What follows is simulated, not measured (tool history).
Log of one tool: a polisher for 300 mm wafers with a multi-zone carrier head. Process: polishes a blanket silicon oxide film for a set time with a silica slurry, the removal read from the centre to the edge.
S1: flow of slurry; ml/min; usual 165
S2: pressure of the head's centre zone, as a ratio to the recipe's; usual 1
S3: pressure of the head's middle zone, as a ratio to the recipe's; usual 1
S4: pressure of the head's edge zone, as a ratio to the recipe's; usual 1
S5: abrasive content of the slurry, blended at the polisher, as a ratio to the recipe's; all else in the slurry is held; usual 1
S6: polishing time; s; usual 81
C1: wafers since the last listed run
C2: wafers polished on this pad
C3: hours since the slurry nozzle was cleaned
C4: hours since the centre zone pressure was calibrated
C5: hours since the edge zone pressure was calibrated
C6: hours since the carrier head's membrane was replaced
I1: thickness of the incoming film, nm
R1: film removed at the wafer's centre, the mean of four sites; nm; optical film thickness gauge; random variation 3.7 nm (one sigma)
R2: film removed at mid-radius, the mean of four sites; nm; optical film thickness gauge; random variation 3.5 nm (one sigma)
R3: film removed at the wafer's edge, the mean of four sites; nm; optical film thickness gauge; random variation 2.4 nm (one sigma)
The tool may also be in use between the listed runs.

Run 1, day 0: usual settings; C1 0; C2 804; C3 59.4; C4 459.8; C5 202; C6 503.1; I1 1312.1. Result: R1 351 nm, R2 356.3 nm, R3 364.1 nm.
Run 2, day 2.154: usual settings but S6 103 s; C1 407; C2 1211; C3 111.1; C4 511.5; C5 253.7; C6 554.8; I1 1315.2. Result: R1 446.3 nm, R2 438.8 nm, R3 454.1 nm.
Run 3, day 4.275: usual settings; C1 400; C2 1612; C3 162; C4 562.4; C5 304.6; C6 605.7; I1 1309.4. Result: R1 349.9 nm, R2 344.3 nm, R3 358.9 nm.
At day 8.696: worn pad replaced by a new one.
Run 4, day 8.717: usual settings; C1 807; C2 4; C3 268.6; C4 669; C5 411.2; C6 712.3; I1 1314.8. Result: R1 367 nm, R2 371.5 nm, R3 383.2 nm.
At day 9.546: slurry nozzle cleaned.
Run 5, day 11.1: usual settings; C1 442; C2 446; C3 37.3; C4 726.2; C5 468.4; C6 769.5; I1 1311. Result: R1 359.7 nm, R2 361.7 nm, R3 365.5 nm.
At day 13.229: carrier head's membrane replaced by a new one.
Run 6, day 15.004: usual settings but S1 125 ml/min; C1 698; C2 1145; C3 131; C4 819.9; C5 562.1; C6 42.6; I1 1302.9. Result: R1 320.5 nm, R2 322.5 nm, R3 345.5 nm.
Run 7, day 16.621: usual settings but S5 0.75; C1 305; C2 1450; C3 169.8; C4 858.7; C5 600.9; C6 81.4; I1 1334.9. Result: R1 325.2 nm, R2 322.4 nm, R3 332.7 nm.
Run 8, day 19.354: usual settings but S5 0.75; C1 516; C2 1967; C3 235.4; C4 924.3; C5 666.5; C6 147; I1 1319.1. Result: R1 318.9 nm, R2 316.5 nm, R3 334.2 nm.
At day 22.45: slurry nozzle cleaned.
At day 22.688: worn pad replaced by a new one.
Run 9, day 22.708: usual settings; C1 594; C2 3; C3 6.2; C4 1004.8; C5 747; C6 227.5; I1 1313.1. Result: R1 330.5 nm, R2 323.1 nm, R3 343.1 nm.
Run 10, day 26.296: usual settings but S3 0.92; C1 677; C2 681; C3 92.3; C4 1090.9; C5 833.1; C6 313.6; I1 1300.5. Result: R1 313.7 nm, R2 300.1 nm, R3 322.6 nm.
Run 11, day 28.188: usual settings but S4 0.97, S5 1.1; C1 357; C2 1039; C3 137.7; C4 1136.3; C5 878.5; C6 359; I1 1326.7. Result: R1 317.9 nm, R2 316.7 nm, R3 320.2 nm.
Run 12, day 31.179: usual settings but S1 125 ml/min; C1 565; C2 1604; C3 209.5; C4 1208.1; C5 950.3; C6 430.8; I1 1296.7. Result: R1 286.2 nm, R2 285 nm, R3 303 nm.
At day 34.012: worn pad replaced by a new one, repeated, since the last time left the tool worse.
Run 13, day 35.196: usual settings; C1 727; C2 223; C3 305.9; C4 1304.5; C5 1046.7; C6 527.2; I1 1291.6. Result: R1 363.9 nm, R2 356.4 nm, R3 371.3 nm.
At day 35.692: slurry nozzle cleaned.
At day 37.396: centre zone pressure recalibrated.
Run 14, day 39.538: usual settings; C1 796; C2 1020; C3 92.3; C4 51.4; C5 1150.9; C6 631.4; I1 1311.7. Result: R1 347.9 nm, R2 342.3 nm, R3 360.5 nm.
At day 40.017: edge zone pressure recalibrated.
Run 15, day 43.842: usual settings but S1 185 ml/min, S2 0.88, S3 0.96, S5 1.2; C1 797; C2 1817; C3 195.6; C4 154.7; C5 91.8; C6 734.7; I1 1319.2. Result: R1 326.2 nm, R2 362.6 nm, R3 382.1 nm.
At day 45.121: carrier head's membrane replaced by a new one.
At day 46.288: slurry nozzle cleaned.
Run 16, day 47.117: usual settings but S2 0.95, S3 1.05, S6 58 s; C1 571; C2 2389; C3 19.9; C4 233.3; C5 170.4; C6 47.9; I1 1310.6. Result: R1 235 nm, R2 245.8 nm, R3 251 nm.
At day 47.442: worn pad replaced by a new one.
Run 17, day 51.242: usual settings but S2 1.09, S5 0.7, S6 54 s; C1 748; C2 718; C3 118.9; C4 332.3; C5 269.4; C6 146.9; I1 1324.3. Result: R1 237 nm, R2 213.9 nm, R3 217.7 nm.
At day 57.583: slurry nozzle cleaned.
At day 61.088: worn pad replaced by a new one.
Run 18, day 61.117: usual settings but S2 0.94, S4 0.88, S5 0.8, S6 62 s; C1 1826; C2 5; C3 84.8; C4 569.3; C5 506.4; C6 383.9; I1 1317.4. Result: R1 251.3 nm, R2 263.2 nm, R3 258.4 nm.

Forecast each of these 3 alternatives for the next run:
Run A, day 61.138: usual settings; C1 3; C2 9; C3 85.3; C4 569.8; C5 506.9; C6 384.4; I1 1325. Result: R1 ?, R2 ?, R3 ?.
Run B, day 61.138: usual settings but S2 1.05, S4 0.91, S5 0.7; C1 3; C2 9; C3 85.3; C4 569.8; C5 506.9; C6 384.4; I1 1325. Result: R1 ?, R2 ?, R3 ?.
Run C, day 61.138: usual settings but S1 120 ml/min; C1 3; C2 9; C3 85.3; C4 569.8; C5 506.9; C6 384.4; I1 1325. Result: R1 ?, R2 ?, R3 ?.

run     R1     R2     R3
  A  367.8  367.8  385.2
  B  349.4  332.6  333.3
  C  338.1  341.6  365.5
Without the tool's hidden state the same runs would have given:
run     R1     R2     R3
  A  371.7  371.7  389.3
  B  353.2  336.2  336.8
  C  341.8  345.2  369.4

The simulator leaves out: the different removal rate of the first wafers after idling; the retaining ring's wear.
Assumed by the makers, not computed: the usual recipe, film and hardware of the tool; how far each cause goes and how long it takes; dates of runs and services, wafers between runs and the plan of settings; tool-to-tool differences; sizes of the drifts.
